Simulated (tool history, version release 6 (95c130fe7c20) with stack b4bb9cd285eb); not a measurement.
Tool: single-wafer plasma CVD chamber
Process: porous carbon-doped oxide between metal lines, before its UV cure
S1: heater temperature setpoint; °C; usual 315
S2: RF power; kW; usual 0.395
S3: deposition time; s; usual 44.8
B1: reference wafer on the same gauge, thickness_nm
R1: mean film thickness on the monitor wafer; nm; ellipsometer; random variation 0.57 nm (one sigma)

{"run": 1, "hour": 0.0, "S1": 315, "S2": 0.34, "S3": 47.2, "B1": 185.998, "R1": 142.259}
{"run": 2, "hour": 14.5, "S1": 308, "S2": 0.395, "S3": 44.8, "B1": 185.898, "R1": 165.359}
{"run": 3, "hour": 24.0, "S1": 308, "S2": 0.395, "S3": 44.8, "B1": 186.406, "R1": 165.212}
{"run": 4, "hour": 34.3, "S1": 319, "S2": 0.41, "S3": 44.8, "B1": 186.241, "R1": 158.92}
{"run": 5, "hour": 52.3, "S1": 315, "S2": 0.395, "S3": 44.8, "B1": 185.941, "R1": 157.66}
{"run": 6, "hour": 70.7, "S1": 315, "S2": 0.395, "S3": 44.8, "B1": 186.177, "R1": 156.625}
{"run": 7, "hour": 86.8, "S1": 315, "S2": 0.395, "S3": 44.8, "B1": 185.913, "R1": 157.286}
{"run": 8, "hour": 102.5, "S1": 315, "S2": 0.395, "S3": 44.8, "B1": 185.834, "R1": 155.844}
{"run": 9, "hour": 116.1, "S1": 315, "S2": 0.395, "S3": 44.8, "B1": 185.864, "R1": 158.059}
{"run": 10, "hour": 132.1, "S1": 305, "S2": 0.395, "S3": 44.8, "B1": 185.881, "R1": 167.017}
{"run": 11, "hour": 146.6, "S1": 305, "S2": 0.395, "S3": 44.8, "B1": 185.886, "R1": 166.204}
{"run": 12, "hour": 159.4, "S1": 315, "S2": 0.395, "S3": 44.8, "B1": 186.41, "R1": 157.188}
{"hour": 170.5, "done": "RF generator calibrated"}
{"run": 13, "hour": 171.0, "S1": 315, "S2": 0.395, "S3": 44.8, "B1": 186.096, "R1": 167.353}
{"run": 14, "hour": 180.7, "S1": 315, "S2": 0.395, "S3": 44.8, "B1": 185.92, "R1": 167.328}
{"run": 15, "hour": 195.4, "S1": 315, "S2": 0.395, "S3": 51.1, "B1": 185.972, "R1": 190.303}
{"run": 16, "hour": 209.4, "S1": 315, "S2": 0.395, "S3": 51.1, "B1": 186.15, "R1": 190.608}
{"run": 17, "hour": 224.7, "S1": 315, "S2": 0.395, "S3": 44.8, "B1": 186.008, "R1": 167.025}
{"hour": 240.3, "done": "showerhead replaced"}
{"run": 18, "hour": 240.8, "S1": 315, "S2": 0.395, "S3": 44.8, "B1": 186.006, "R1": 167.39}
{"run": 19, "hour": 249.4, "S1": 311, "S2": 0.395, "S3": 36.5, "B1": 186.13, "R1": 139.722}
{"run": 20, "hour": 263.9, "S1": 319, "S2": 0.325, "S3": 49, "B1": 186.195, "R1": 146.163}
{"run": 21, "hour": 278.1, "S1": 301, "S2": 0.325, "S3": 37, "B1": 185.752, "R1": 123.484}
{"run": 22, "hour": 287.5, "S1": 327, "S2": 0.455, "S3": 49.2, "B1": 186.292, "R1": 195.247}
{"hour": 299.3, "done": "thermocouple changed; heater temperature recalibrated"}
{"run": 23, "hour": 304.6, "S1": 315, "S2": 0.325, "S3": 41.3, "B1": 185.891, "R1": 125.913}
{"run": 24, "hour": 320.9, "S1": 327, "S2": 0.395, "S3": 44.8, "B1": 186.119, "R1": 155.346}
{"hour": 352.4, "done": "gauge calibrated"}
{"run": 25, "hour": 357.4, "S1": 311, "S2": 0.395, "S3": 44.8, "B1": 186.327, "R1": 171.291}
{"run": 26, "hour": 372.8, "S1": 310, "S2": 0.395, "S3": 51.2, "B1": 186.049, "R1": 196.152}
{"run": 27, "hour": 384.3, "S1": 307, "S2": 0.445, "S3": 49.8, "B1": 185.756, "R1": 217.278}
{"run": 28, "hour": 391.3, "S1": 300, "S2": 0.37, "S3": 52.5, "B1": 186.059, "R1": 201.64}
{"run": 29, "hour": 402.8, "S1": 315, "S2": 0.395, "S3": 44.8, "B1": 185.896, "R1": 166.424}
{"run": 30, "hour": 412.7, "S1": 315, "S2": 0.395, "S3": 44.8, "B1": 185.935, "R1": 167.122}
{"run": 31, "hour": 426.9, "S1": 323, "S2": 0.395, "S3": 44.8, "B1": 186.093, "R1": 159.335}
{"run": 32, "hour": 438.3, "S1": 303, "S2": 0.395, "S3": 44.8, "B1": 186.046, "R1": 179.484}
{"run": 33, "hour": 452.5, "S1": 315, "S2": 0.395, "S3": 44.8, "B1": 185.927, "R1": 166.465}
{"run": 34, "hour": 470.4, "S1": 315, "S2": 0.395, "S3": 44.8, "B1": 185.768, "R1": 166.738}
{"run": 35, "hour": 480.6, "S1": 326, "S2": 0.395, "S3": 39.8, "B1": 186.322, "R1": 138.622}

Forecast each of these 3 alternatives for the next run:
{"run": "A", "hour": 481.0, "S1": 302, "S2": 0.395, "S3": 44.8, "B1": "?", "R1": "?"}
{"run": "B", "hour": 481.0, "S1": 307, "S2": 0.365, "S3": 49.6, "B1": "?", "R1": "?"}
{"run": "C", "hour": 481.0, "S1": 315, "S2": 0.395, "S3": 49.2, "B1": "?", "R1": "?"}

run=A B1=186.087 R1=180.744
run=B B1=186.087 R1=178.593
run=C B1=186.087 R1=182.772
Without the tool's hidden state the same runs would have given:
run=A R1=184.131
run=B R1=182.058
run=C R1=186.197

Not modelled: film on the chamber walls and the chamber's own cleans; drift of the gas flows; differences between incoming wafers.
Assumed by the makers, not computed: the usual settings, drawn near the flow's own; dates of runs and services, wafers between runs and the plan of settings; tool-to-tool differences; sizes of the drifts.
